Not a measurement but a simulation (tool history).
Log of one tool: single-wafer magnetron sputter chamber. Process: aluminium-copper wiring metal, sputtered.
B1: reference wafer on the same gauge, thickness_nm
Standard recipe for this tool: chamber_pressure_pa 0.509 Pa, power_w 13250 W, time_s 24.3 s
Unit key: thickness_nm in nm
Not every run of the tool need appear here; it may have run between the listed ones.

run 1 hour=0 | chamber_pressure_pa=0.509 power_w=13250 time_s=25.7 | B1=599.747 | thickness_nm=586.152
run 2 hour=37.9 | chamber_pressure_pa=0.509 power_w=13250 time_s=24.3 | B1=601.017 | thickness_nm=551.352
run 3 hour=112.6 | chamber_pressure_pa=0.509 power_w=13250 time_s=24.3 | B1=601.668 | thickness_nm=551.457
-- hour=168 sputter target and shields replaced
run 4 hour=389.3 | chamber_pressure_pa=0.509 power_w=13250 time_s=24.3 | B1=600.773 | thickness_nm=557.43
run 5 hour=455.1 | chamber_pressure_pa=0.509 power_w=14650 time_s=24.3 | B1=600.265 | thickness_nm=616.875
-- hour=491.9 gauge calibrated
-- hour=501.8 sputter target and shields replaced
run 6 hour=502.3 | chamber_pressure_pa=0.509 power_w=14650 time_s=24.3 | B1=601.591 | thickness_nm=650.749
-- hour=519.2 magnet pack replaced
run 7 hour=591.9 | chamber_pressure_pa=0.509 power_w=14650 time_s=24.3 | B1=601.624 | thickness_nm=632.25
run 8 hour=640.5 | chamber_pressure_pa=0.509 power_w=13250 time_s=24.3 | B1=601.303 | thickness_nm=565.74
run 9 hour=679.8 | chamber_pressure_pa=0.387 power_w=11900 time_s=21.1 | B1=600.869 | thickness_nm=468.519
run 10 hour=755.2 | chamber_pressure_pa=0.509 power_w=11350 time_s=24.3 | B1=601.326 | thickness_nm=479.435
-- hour=826.4 sputter target and shields replaced
run 11 hour=834.5 | chamber_pressure_pa=0.509 power_w=13250 time_s=24.3 | B1=601.836 | thickness_nm=591.101
run 12 hour=918.8 | chamber_pressure_pa=0.621 power_w=15750 time_s=21.7 | B1=601.712 | thickness_nm=576.683
-- hour=963 capacitance manometer re-zeroed and calibrated
run 13 hour=1008.8 | chamber_pressure_pa=0.509 power_w=10400 time_s=24.3 | B1=600.397 | thickness_nm=425.6
run 14 hour=1110.5 | chamber_pressure_pa=0.509 power_w=13250 time_s=24.3 | B1=600.206 | thickness_nm=541.572
-- hour=1131.1 gauge calibrated
-- hour=1134.6 sputter target and shields replaced
run 15 hour=1207.3 | chamber_pressure_pa=0.509 power_w=15050 time_s=23.1 | B1=601.818 | thickness_nm=597.786
run 16 hour=1287.2 | chamber_pressure_pa=0.509 power_w=13250 time_s=24.3 | B1=600.248 | thickness_nm=546.938
run 17 hour=1389.2 | chamber_pressure_pa=0.621 power_w=16200 time_s=24.3 | B1=600.868 | thickness_nm=626.023

5 options for the next run, each taken on its own from the tool as it stands now. Forecast them:
run A hour=1389.6 | chamber_pressure_pa=0.671 power_w=13250 time_s=24.3 | B1=? | thickness_nm=?
run B hour=1389.6 | chamber_pressure_pa=0.605 power_w=12350 time_s=28.5 | B1=? | thickness_nm=?
run C hour=1389.6 | chamber_pressure_pa=0.578 power_w=10950 time_s=27.6 | B1=? | thickness_nm=?
run D hour=1389.6 | chamber_pressure_pa=0.376 power_w=11200 time_s=22.8 | B1=? | thickness_nm=?
run E hour=1389.6 | chamber_pressure_pa=0.397 power_w=15150 time_s=27.2 | B1=? | thickness_nm=?

run=A B1=601.358 thickness_nm=494.4
run=B B1=601.358 thickness_nm=559.364
run=C B1=601.358 thickness_nm=487.162
run=D B1=601.358 thickness_nm=458.978
run=E B1=601.358 thickness_nm=732.167
What these runs would have given with no unlogged condition in the tool:
run=A thickness_nm=519.059
run=B thickness_nm=588.105
run=C thickness_nm=512.501
run=D thickness_nm=485.148
run=E thickness_nm=773.516
